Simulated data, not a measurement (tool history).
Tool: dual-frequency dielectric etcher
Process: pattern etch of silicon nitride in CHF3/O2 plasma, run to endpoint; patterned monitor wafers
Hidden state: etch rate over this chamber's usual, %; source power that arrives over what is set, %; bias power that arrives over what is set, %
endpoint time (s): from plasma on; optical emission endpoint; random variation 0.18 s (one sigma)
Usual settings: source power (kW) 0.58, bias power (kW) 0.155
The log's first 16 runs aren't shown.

| run | hour | source power (kW) | bias power (kW) | wafers since the last listed run | hours since the last wet clean | hours since the last source power generator calibration | hours since the last bias power generator calibration | hours since the last upper electrode change | incoming incoming film thickness, nm | endpoint time (s) |
|---|---|---|---|---|---|---|---|---|---|---|
| 17 | 872.2 | 0.63 | 0.119 | 249 | 574.8 | 1185.3 | 381.9 | 5059.2 | 63.3 | 40.8 |
|  | 927.2 | wet clean of the chamber |
| 18 | 927.7 | 0.64 | 0.141 | 231 | 0.5 | 1240.8 | 437.4 | 5114.7 | 61.9 | 39.5 |
| 19 | 972.7 | 0.49 | 0.155 | 330 | 45.5 | 1285.8 | 482.4 | 5159.7 | 62.9 | 44.4 |
| 20 | 999.5 | 0.46 | 0.129 | 196 | 72.3 | 1312.6 | 509.2 | 5186.5 | 62.7 | 46.9 |
| 21 | 1029.1 | 0.48 | 0.137 | 217 | 101.9 | 1342.2 | 538.8 | 5216.1 | 62.4 | 45 |
|  | 1089.2 | upper electrode replaced |
| 22 | 1092.1 | 0.65 | 0.169 | 286 | 164.9 | 1405.2 | 601.8 | 2.9 | 62.8 | 37.9 |
| 23 | 1117 | 0.52 | 0.12 | 182 | 189.8 | 1430.1 | 626.7 | 27.8 | 62.4 | 44.5 |
|  | 1220.3 | source power generator calibrated |
| 24 | 1284.1 | 0.5 | 0.193 | 1196 | 356.9 | 63.8 | 793.8 | 194.9 | 62.7 | 42.4 |
| 25 | 1344.3 | 0.58 | 0.155 | 441 | 417.1 | 124 | 854 | 255.1 | 62.1 | 41 |
| 26 | 1369.1 | 0.65 | 0.166 | 181 | 441.9 | 148.8 | 878.8 | 279.9 | 62.4 | 38.2 |
| 27 | 1401.6 | 0.51 | 0.126 | 238 | 474.4 | 181.3 | 911.3 | 312.4 | 62.3 | 45.4 |
| 28 | 1458.7 | 0.53 | 0.127 | 418 | 531.5 | 238.4 | 968.4 | 369.5 | 62.8 | 44.7 |

Forecast run 29:
| 29 | 1486 | 0.66 | 0.131 | 200 | 558.8 | 265.7 | 995.7 | 396.8 | 62.5 | ? |

Run 29 gave endpoint time (s) 39.7.
Without the tool's hidden state the same run would have given endpoint time (s) 40.5.
